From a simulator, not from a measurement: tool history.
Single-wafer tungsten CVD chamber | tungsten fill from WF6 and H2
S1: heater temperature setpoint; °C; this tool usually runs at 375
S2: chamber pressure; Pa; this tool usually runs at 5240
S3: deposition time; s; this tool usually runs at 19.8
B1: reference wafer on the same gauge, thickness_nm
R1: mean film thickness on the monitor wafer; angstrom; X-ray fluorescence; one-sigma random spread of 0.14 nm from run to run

Run 1, hour 0.0: usual settings; B1 37.325. Result: R1 403.01 angstrom.
Run 2, hour 45.2: usual settings; B1 37.309. Result: R1 398.21 angstrom.
Run 3, hour 105.0: usual settings; B1 37.282. Result: R1 399.16 angstrom.
Run 4, hour 153.5: usual settings; B1 37.303. Result: R1 399.41 angstrom.
Run 5, hour 179.8: usual settings; B1 37.304. Result: R1 399.47 angstrom.
Run 6, hour 236.3: usual settings; B1 37.297. Result: R1 400.45 angstrom.
At hour 271.8: gauge calibrated.
Run 7, hour 272.6: usual settings; B1 37.309. Result: R1 401.37 angstrom.
Run 8, hour 306.2: usual settings but S2 6266 Pa; B1 37.270. Result: R1 425.05 angstrom.
Run 9, hour 367.7: usual settings but S2 6266 Pa; B1 37.293. Result: R1 423.25 angstrom.
Run 10, hour 417.4: usual settings but S1 386 °C, S2 4320 Pa; B1 37.305. Result: R1 476.03 angstrom.
At hour 435.5: thermocouple changed; heater temperature recalibrated.
At hour 455.0: capacitance manometer re-zeroed and calibrated.
Run 11, hour 468.8: usual settings but S2 4693 Pa, S3 21.2 s; B1 37.323. Result: R1 397.16 angstrom.
At hour 522.7: showerhead replaced.
Run 12, hour 523.2: usual settings but S1 381 °C, S2 5813 Pa, S3 22.9 s; B1 37.299. Result: R1 530.88 angstrom.
Run 13, hour 572.2: usual settings but S3 22.2 s; B1 37.301. Result: R1 433.83 angstrom.
Run 14, hour 606.5: usual settings but S1 361 °C, S3 16.6 s; B1 37.304. Result: R1 230.15 angstrom.
Run 15, hour 664.9: usual settings but S2 4506 Pa, S3 21.2 s; B1 37.306. Result: R1 394.78 angstrom.
Run 16, hour 697.5: usual settings but S2 4493 Pa, S3 17.5 s; B1 37.282. Result: R1 324.05 angstrom.
Run 17, hour 748.5: usual settings; B1 37.308. Result: R1 387.23 angstrom.
Run 18, hour 798.9: usual settings but S2 6439 Pa, S3 22.7 s; B1 37.313. Result: R1 475.73 angstrom.

Each row is a separate what-if for the run after 18, all from the same tool condition, not one after another. Results?
Run A, hour 799.3: usual settings; B1 ?. Result: R1 ?.
Run B, hour 799.3: usual settings but S1 367 °C; B1 ?. Result: R1 ?.
Run C, hour 799.3: usual settings but S1 386 °C, S2 5880 Pa, S3 16.5 s; B1 ?. Result: R1 ?.

run      B1      R1
  A  37.315  388.31
  B  37.315  320.58
  C  37.315  432.56
The same runs, with their run-to-run variation unchanged, on a tool lacking any hidden condition would have given:
run      R1
  A  379.90
  B  313.28
  C  423.75

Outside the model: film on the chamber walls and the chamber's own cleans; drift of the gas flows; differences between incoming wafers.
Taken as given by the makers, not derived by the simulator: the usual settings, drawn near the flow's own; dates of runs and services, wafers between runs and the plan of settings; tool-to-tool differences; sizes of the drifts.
